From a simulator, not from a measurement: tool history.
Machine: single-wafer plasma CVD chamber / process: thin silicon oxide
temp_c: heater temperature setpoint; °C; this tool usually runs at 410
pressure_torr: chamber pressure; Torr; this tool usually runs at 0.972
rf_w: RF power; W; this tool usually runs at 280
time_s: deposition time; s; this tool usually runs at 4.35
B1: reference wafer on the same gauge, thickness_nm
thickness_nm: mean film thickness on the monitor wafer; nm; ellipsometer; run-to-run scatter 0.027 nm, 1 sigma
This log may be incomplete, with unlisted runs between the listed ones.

{"run": 1, "hour": 0.0, "temp_c": 406, "pressure_torr": 0.972, "rf_w": 280, "time_s": 4.35, "B1": 7.355, "thickness_nm": 8.068}
{"run": 2, "hour": 15.2, "temp_c": 406, "pressure_torr": 0.972, "rf_w": 280, "time_s": 4.35, "B1": 7.362, "thickness_nm": 8.007}
{"run": 3, "hour": 21.7, "temp_c": 406, "pressure_torr": 0.972, "rf_w": 280, "time_s": 4.35, "B1": 7.351, "thickness_nm": 7.988}
{"run": 4, "hour": 33.1, "temp_c": 410, "pressure_torr": 0.972, "rf_w": 280, "time_s": 4.35, "B1": 7.36, "thickness_nm": 7.997}
{"run": 5, "hour": 41.2, "temp_c": 410, "pressure_torr": 0.972, "rf_w": 280, "time_s": 4.35, "B1": 7.368, "thickness_nm": 7.982}
{"run": 6, "hour": 73.3, "temp_c": 402, "pressure_torr": 0.972, "rf_w": 280, "time_s": 4.35, "B1": 7.358, "thickness_nm": 8.002}
{"hour": 89.2, "done": "gauge calibrated"}
{"hour": 94.2, "done": "showerhead replaced"}
{"run": 7, "hour": 94.7, "temp_c": 403, "pressure_torr": 0.972, "rf_w": 280, "time_s": 4.35, "B1": 7.358, "thickness_nm": 7.959}
{"hour": 103.4, "done": "capacitance manometer re-zeroed and calibrated"}
{"run": 8, "hour": 103.9, "temp_c": 410, "pressure_torr": 0.972, "rf_w": 280, "time_s": 4.35, "B1": 7.356, "thickness_nm": 8.73}
{"hour": 127.8, "done": "thermocouple changed; heater temperature recalibrated"}
{"hour": 130.5, "done": "RF generator calibrated"}
{"run": 9, "hour": 131.0, "temp_c": 395, "pressure_torr": 0.972, "rf_w": 280, "time_s": 4.35, "B1": 7.354, "thickness_nm": 8.863}
{"run": 10, "hour": 137.6, "temp_c": 414, "pressure_torr": 1.1, "rf_w": 245, "time_s": 5.13, "B1": 7.359, "thickness_nm": 10.984}
{"run": 11, "hour": 152.0, "temp_c": 410, "pressure_torr": 0.972, "rf_w": 280, "time_s": 4.35, "B1": 7.362, "thickness_nm": 8.697}
{"run": 12, "hour": 159.4, "temp_c": 410, "pressure_torr": 1.195, "rf_w": 280, "time_s": 4.95, "B1": 7.357, "thickness_nm": 11.614}
{"run": 13, "hour": 166.7, "temp_c": 396, "pressure_torr": 0.821, "rf_w": 280, "time_s": 5.06, "B1": 7.369, "thickness_nm": 8.5}
{"run": 14, "hour": 182.2, "temp_c": 410, "pressure_torr": 0.972, "rf_w": 320, "time_s": 4.1, "B1": 7.36, "thickness_nm": 8.54}

3 ways to go on from here, each from the tool as it stands after run 14. What would each give?
{"run": "A", "hour": 182.6, "temp_c": 410, "pressure_torr": 0.972, "rf_w": 280, "time_s": 4.35, "B1": "?", "thickness_nm": "?"}
{"run": "B", "hour": 182.6, "temp_c": 410, "pressure_torr": 0.972, "rf_w": 330, "time_s": 4.98, "B1": "?", "thickness_nm": "?"}
{"run": "C", "hour": 182.6, "temp_c": 403, "pressure_torr": 0.972, "rf_w": 235, "time_s": 4.35, "B1": "?", "thickness_nm": "?"}

run=A B1=7.352 thickness_nm=8.732
run=B B1=7.352 thickness_nm=10.509
run=C B1=7.352 thickness_nm=8.303
Had the tool no hidden state, the same runs would have come out as:
run=A thickness_nm=8.751
run=B thickness_nm=10.531
run=C thickness_nm=8.321
